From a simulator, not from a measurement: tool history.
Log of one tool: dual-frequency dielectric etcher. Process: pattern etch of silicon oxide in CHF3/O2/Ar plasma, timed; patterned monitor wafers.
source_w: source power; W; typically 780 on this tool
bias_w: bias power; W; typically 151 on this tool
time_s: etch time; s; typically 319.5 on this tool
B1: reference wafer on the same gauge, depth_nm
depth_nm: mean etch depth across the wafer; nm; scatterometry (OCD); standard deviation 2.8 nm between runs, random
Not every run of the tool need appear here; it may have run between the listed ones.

run 1 hour=0.0 | source_w=900 bias_w=151 time_s=319.5 | B1=700.3 | depth_nm=710.2
run 2 hour=43.6 | source_w=780 bias_w=151 time_s=319.5 | B1=700.3 | depth_nm=661.4
run 3 hour=91.3 | source_w=780 bias_w=151 time_s=319.5 | B1=700.8 | depth_nm=661.2
run 4 hour=117.0 | source_w=780 bias_w=151 time_s=319.5 | B1=702.7 | depth_nm=659.9
run 5 hour=175.8 | source_w=780 bias_w=151 time_s=319.5 | B1=702.1 | depth_nm=659.1
run 6 hour=202.2 | source_w=580 bias_w=132 time_s=319.5 | B1=701.3 | depth_nm=536.7
run 7 hour=243.1 | source_w=780 bias_w=151 time_s=319.5 | B1=701.4 | depth_nm=656.9
-- hour=290.1 gauge calibrated
run 8 hour=314.0 | source_w=660 bias_w=151 time_s=319.5 | B1=700.4 | depth_nm=599.8
-- hour=318.9 source power generator calibrated
-- hour=346.2 wet clean of the chamber
run 9 hour=346.7 | source_w=780 bias_w=116 time_s=319.5 | B1=701.7 | depth_nm=625.5
run 10 hour=408.9 | source_w=970 bias_w=151 time_s=413.5 | B1=701.4 | depth_nm=980.7
run 11 hour=457.9 | source_w=780 bias_w=151 time_s=319.5 | B1=700.2 | depth_nm=673.0
-- hour=536.8 upper electrode replaced
run 12 hour=537.3 | source_w=600 bias_w=151 time_s=319.5 | B1=700.3 | depth_nm=581.0
run 13 hour=569.1 | source_w=720 bias_w=126 time_s=226.5 | B1=701.1 | depth_nm=433.4
run 14 hour=611.5 | source_w=780 bias_w=124 time_s=282.0 | B1=700.8 | depth_nm=555.2
run 15 hour=639.8 | source_w=780 bias_w=151 time_s=319.5 | B1=702.0 | depth_nm=675.9
run 16 hour=692.3 | source_w=780 bias_w=183 time_s=319.5 | B1=700.6 | depth_nm=707.4
run 17 hour=724.7 | source_w=630 bias_w=140 time_s=258.0 | B1=701.7 | depth_nm=468.2
run 18 hour=779.9 | source_w=780 bias_w=186 time_s=319.5 | B1=699.9 | depth_nm=710.4
run 19 hour=838.2 | source_w=580 bias_w=151 time_s=287.0 | B1=701.8 | depth_nm=507.9
run 20 hour=864.1 | source_w=780 bias_w=151 time_s=351.5 | B1=699.5 | depth_nm=730.4
-- hour=915.4 wet clean of the chamber
run 21 hour=915.9 | source_w=780 bias_w=151 time_s=319.5 | B1=700.8 | depth_nm=662.9
run 22 hour=948.9 | source_w=780 bias_w=151 time_s=319.5 | B1=700.0 | depth_nm=663.3
run 23 hour=983.8 | source_w=780 bias_w=151 time_s=319.5 | B1=701.0 | depth_nm=660.2
run 24 hour=1018.0 | source_w=580 bias_w=140 time_s=319.5 | B1=702.0 | depth_nm=554.5
run 25 hour=1194.2 | source_w=780 bias_w=151 time_s=355.0 | B1=702.2 | depth_nm=733.8
run 26 hour=1260.3 | source_w=780 bias_w=151 time_s=374.0 | B1=701.4 | depth_nm=776.4
run 27 hour=1296.1 | source_w=780 bias_w=169 time_s=319.5 | B1=701.4 | depth_nm=688.4
run 28 hour=1363.2 | source_w=780 bias_w=151 time_s=319.5 | B1=701.3 | depth_nm=662.5
run 29 hour=1400.2 | source_w=890 bias_w=119 time_s=319.5 | B1=701.8 | depth_nm=662.8

For some of the steps in depth_nm from one run to the next: how much would appear even if the tool had no hidden state, given the settings, what came in and random variation, and how much remains for the hidden state plus any gauge scatter that the measured result and the result without hidden state don't share?
The tool's hidden condition here consists of: etch rate over this chamber's usual, %; source power that arrives over what is set, %; bias power that arrives over what is set, %; gauge reads high (%).
Run 8 -> 9: source_w 660 -> 780, bias_w 151 -> 116, source power generator calibrated, wet clean of the chamber. depth_nm +25.7 nm: hidden state +13.1, all else +12.6.
Run 9 -> 10: source_w 780 -> 970, bias_w 116 -> 151, time_s 319.5 -> 413.5. depth_nm +355.2 nm: hidden state -3.5, all else +358.7.
Run 10 -> 11: source_w 970 -> 780, time_s 413.5 -> 319.5. depth_nm -307.7 nm: hidden state +1.3, all else -309.0.
Run 24 -> 25: source_w 580 -> 780, bias_w 140 -> 151, time_s 319.5 -> 355.0. depth_nm +179.3 nm: hidden state -5.3, all else +184.6.

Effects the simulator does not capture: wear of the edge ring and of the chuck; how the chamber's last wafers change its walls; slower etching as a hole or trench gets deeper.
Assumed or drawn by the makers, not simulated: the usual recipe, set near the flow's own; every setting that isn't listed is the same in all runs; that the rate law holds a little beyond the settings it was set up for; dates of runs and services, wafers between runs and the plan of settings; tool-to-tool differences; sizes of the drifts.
